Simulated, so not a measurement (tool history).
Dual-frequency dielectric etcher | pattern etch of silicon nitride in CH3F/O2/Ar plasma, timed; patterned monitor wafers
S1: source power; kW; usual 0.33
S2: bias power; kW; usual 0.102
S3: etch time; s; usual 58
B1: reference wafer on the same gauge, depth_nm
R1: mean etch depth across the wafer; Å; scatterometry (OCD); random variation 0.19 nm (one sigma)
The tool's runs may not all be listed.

| run | hour | S1 | S2 | S3 | B1 | R1 |
|---|---|---|---|---|---|---|
| 1 | 0 | 0.29 | 0.113 | 58 | 33.97 | 424.8 |
| 2 | 40.4 | 0.29 | 0.113 | 58 | 34.04 | 427.9 |
|  | 49.1 | gauge calibrated |
| 3 | 55 | 0.29 | 0.113 | 58 | 34 | 428.9 |
| 4 | 64.1 | 0.33 | 0.102 | 58 | 34.02 | 439.3 |
| 5 | 70.5 | 0.33 | 0.102 | 58 | 33.98 | 443.6 |
| 6 | 88.5 | 0.33 | 0.121 | 58 | 34.02 | 467.1 |
|  | 122 | source power generator calibrated |
|  | 124.2 | upper electrode replaced, of another model than before |
|  | 136.9 | wet clean of the chamber |
| 7 | 141.4 | 0.33 | 0.121 | 58 | 33.96 | 443.5 |
| 8 | 147.7 | 0.33 | 0.102 | 58 | 34.04 | 425.2 |
| 9 | 154 | 0.33 | 0.102 | 58 | 34.02 | 424.6 |
| 10 | 168.5 | 0.33 | 0.102 | 58 | 34.02 | 425.4 |
| 11 | 186.2 | 0.33 | 0.102 | 58 | 34.02 | 425.8 |
| 12 | 198 | 0.39 | 0.102 | 47.5 | 34 | 392.7 |
|  | 203.1 | gauge calibrated |
| 13 | 249.2 | 0.39 | 0.102 | 47.5 | 34.01 | 396.8 |
|  | 256.2 | bias power generator calibrated |
| 14 | 258.9 | 0.33 | 0.102 | 58 | 34.01 | 430 |
| 15 | 265.6 | 0.3 | 0.102 | 58 | 34 | 397.4 |
| 16 | 274.8 | 0.27 | 0.121 | 58 | 34.06 | 379.5 |
| 17 | 286.9 | 0.29 | 0.102 | 69.5 | 34.03 | 461.8 |
| 18 | 295.4 | 0.29 | 0.102 | 69.5 | 34.05 | 465.4 |
| 19 | 302.7 | 0.33 | 0.082 | 48 | 33.99 | 339.2 |
| 20 | 315.8 | 0.27 | 0.123 | 58 | 34.01 | 383.3 |
| 21 | 327.4 | 0.3 | 0.102 | 58 | 33.99 | 400.4 |
| 22 | 341.5 | 0.26 | 0.102 | 48 | 33.95 | 291 |

Forecast each of these 4 alternatives for the next run:
| A | 341.9 | 0.33 | 0.102 | 58 | ? | ? |
| B | 341.9 | 0.38 | 0.084 | 58 | ? | ? |
| C | 341.9 | 0.4 | 0.102 | 69.5 | ? | ? |
| D | 341.9 | 0.3 | 0.122 | 58 | ? | ? |

| run | B1 | R1 |
|---|---|---|
| A | 34 | 429.9 |
| B | 34 | 456 |
| C | 34 | 588.2 |
| D | 34 | 415.9 |
Without the tool's hidden state the same runs would have given:
| run | R1 |
|---|---|
| A | 420.8 |
| B | 446.4 |
| C | 575.8 |
| D | 407.2 |

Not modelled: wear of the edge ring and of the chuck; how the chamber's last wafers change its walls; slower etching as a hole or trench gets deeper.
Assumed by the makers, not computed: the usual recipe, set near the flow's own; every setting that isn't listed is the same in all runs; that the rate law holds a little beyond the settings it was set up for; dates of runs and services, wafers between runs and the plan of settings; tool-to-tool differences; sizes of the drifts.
